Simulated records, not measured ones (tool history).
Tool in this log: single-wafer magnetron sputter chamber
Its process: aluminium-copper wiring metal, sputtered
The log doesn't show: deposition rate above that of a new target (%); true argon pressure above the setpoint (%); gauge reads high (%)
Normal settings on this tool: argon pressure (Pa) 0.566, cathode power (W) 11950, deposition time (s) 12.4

run,day,argon pressure (Pa),cathode power (W),deposition time (s),wafers since the last listed run,wafers on the sputter target,hours since the last manometer calibration,hours since the magnet pack was replaced,hours since the gauge calibration,"read-back reference wafer on the same gauge, thickness_nm",mean film thickness on the monitor wafer (angstrom)
1,0.000,0.625,11950,13.5,0,3412,1354.2,5495.5,220.5,215.869,2520.93
2,4.429,0.625,11950,13.5,2430,5842,1460.5,5601.8,326.8,215.270,2541.30
3,6.158,0.566,11950,12.4,948,6791,1502.0,5643.3,368.3,215.399,2408.14
# day 6.638: sputter target and shields replaced
4,10.100,0.566,11950,13.1,1979,1899,1596.6,5737.9,462.9,215.065,2525.23
5,14.033,0.566,11950,12.4,2158,4057,1691.0,5832.3,557.3,214.353,2388.04
6,17.729,0.566,11950,12.4,2027,6085,1779.7,5921.0,646.0,214.448,2396.92
7,21.629,0.566,11950,12.4,2139,8225,1873.3,6014.6,739.6,214.333,2381.49
# day 23.800: sputter target and shields replaced
8,25.421,0.566,11950,12.4,1897,890,1964.3,6105.6,830.6,213.554,2390.33
9,27.217,0.566,13050,12.4,985,1875,2007.4,6148.7,873.7,213.472,2570.69
# day 29.004: gauge calibrated
10,29.567,0.566,11950,12.4,1289,3164,2063.8,6205.1,13.5,215.469,2403.38
11,32.875,0.566,13700,12.4,1815,4980,2143.2,6284.5,92.9,215.319,2743.03
12,34.425,0.566,13700,12.4,850,5830,2180.4,6321.7,130.1,215.287,2751.54
13,37.329,0.566,13700,12.4,1593,7423,2250.1,6391.4,199.8,214.538,2716.28
# day 37.817: sputter target and shields replaced
14,39.808,0.458,9350,12.4,1177,1091,2309.6,6450.9,259.3,214.317,1990.04
15,41.354,0.566,11950,12.4,848,1940,2346.7,6488.0,296.4,214.177,2397.73
16,45.671,0.499,14600,11.5,2368,4308,2450.3,6591.6,400.0,213.839,2798.77
17,49.596,0.445,13700,14.5,2153,6462,2544.5,6685.8,494.2,213.573,3433.12
18,51.221,0.640,11950,10.6,891,7353,2583.5,6724.8,533.2,213.684,1958.53
19,54.392,0.650,14400,12.4,1739,9093,2659.6,6800.9,609.3,213.241,2733.27
# day 54.762: sputter target and shields replaced
20,56.088,0.509,9300,11.2,747,727,2700.3,6841.6,650.0,212.979,1712.87
# day 57.667: capacitance manometer re-zeroed and calibrated
# day 57.779: magnet pack replaced
21,57.800,0.717,9450,13.4,695,1422,3.2,0.5,691.1,213.128,1877.61
22,61.004,0.566,11950,12.4,1758,3181,80.1,77.4,768.0,212.712,2389.28

Estimate the outcome of run 23 from the log above:
23,64.117,0.700,9700,10.5,1707,4888,154.8,152.1,842.7,?,?

read-back reference wafer on the same gauge, thickness_nm: 212.058
mean film thickness on the monitor wafer (angstrom): 1511.50
With the hidden condition absent and the run-to-run variation left alone, this run would have shown mean film thickness on the monitor wafer (angstrom) 1536.88.

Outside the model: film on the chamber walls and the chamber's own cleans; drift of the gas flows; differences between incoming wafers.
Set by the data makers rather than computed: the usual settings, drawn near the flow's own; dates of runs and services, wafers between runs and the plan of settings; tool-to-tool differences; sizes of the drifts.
